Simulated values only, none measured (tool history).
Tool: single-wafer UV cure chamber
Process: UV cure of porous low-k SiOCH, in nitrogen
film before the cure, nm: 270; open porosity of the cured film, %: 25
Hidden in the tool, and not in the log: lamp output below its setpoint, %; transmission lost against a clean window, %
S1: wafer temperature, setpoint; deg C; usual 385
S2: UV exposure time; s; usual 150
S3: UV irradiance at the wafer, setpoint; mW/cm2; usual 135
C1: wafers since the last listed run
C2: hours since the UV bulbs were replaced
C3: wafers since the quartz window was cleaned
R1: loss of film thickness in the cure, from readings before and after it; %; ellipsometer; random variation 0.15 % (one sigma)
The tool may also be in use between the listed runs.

run	hour	S1	S2	S3	C1	C2	C3	R1
1	0	385	150	135	0	465.8	3222	12.249
2	58.3	385	150	135	325	524.1	3547	12.122
3	84.2	385	150	135	144	550	3692	12.321
4	108.8	385	150	135	137	574.6	3830	12.198
5	171.5	385	150	135	350	637.3	4180	11.874
# hour 199.9: quartz window cleaned
6	237.2	385	150	135	322	703	208	11.898
7	287.1	385	150	135	278	752.9	487	12.047
8	339.1	385	80	116	290	804.9	778	8.335
9	391.1	385	80	116	290	856.9	1068	8.417
10	445.9	385	80	116	306	911.7	1374	8.327
11	487.2	385	150	135	230	953	1605	12.18
12	537.9	385	150	135	283	1003.7	1889	12.008
13	742.3	385	150	135	1142	1208.1	3031	12.023
14	783.2	385	150	135	228	1249	3259	11.78
# hour 824.3: quartz window cleaned
15	847.8	370	125	173	316	1313.6	131	12.07
16	898	395	125	112	280	1363.8	412	10.295
17	935.3	373	175	147	208	1401.1	620	12.718
18	993.6	385	100	97	325	1459.4	946	8.378
19	1022	374	175	155	158	1487.8	1105	13.363
20	1091.4	393	80	95	387	1557.2	1492	7.421
21	1155.2	373	105	113	356	1621	1849	8.986
22	1193.3	385	150	135	212	1659.1	2062	11.549
23	1231.2	385	150	97	211	1697	2274	10.142
# hour 1262.4: UV bulbs replaced
24	1279	375	150	107	222	16.6	2496	11.624
25	1412.3	385	150	96	744	149.9	3241	11.01
26	1466.7	385	150	108	304	204.3	3545	11.372
# hour 1588.3: quartz window cleaned
27	1621.9	385	150	135	822	359.5	187	12.064
28	1691	380	110	116	386	428.6	573	9.769
29	1760	385	150	135	385	497.6	959	12.179

Some steps in R1 between neighbouring runs. How much of each would the tool show without its hidden state too (settings, what came in, random variation), and how much is left for the hidden state, with any gauge scatter that isn't in both results?
Run 18 -> 19: S1 385 -> 374, S2 100 -> 175, S3 97 -> 155. R1 +4.985 %: hidden state -0.115, all else +5.1.
Run 19 -> 20: S1 374 -> 393, S2 175 -> 80, S3 155 -> 95. R1 -5.942 %: hidden state +0.129, all else -6.071.
Run 23 -> 24: S1 385 -> 375, S3 97 -> 107, UV bulbs replaced. R1 +1.482 %: hidden state +0.818, all else +0.664.
Run 24 -> 25: S1 375 -> 385, S3 107 -> 96. R1 -0.614 %: hidden state -0.22, all else -0.394.

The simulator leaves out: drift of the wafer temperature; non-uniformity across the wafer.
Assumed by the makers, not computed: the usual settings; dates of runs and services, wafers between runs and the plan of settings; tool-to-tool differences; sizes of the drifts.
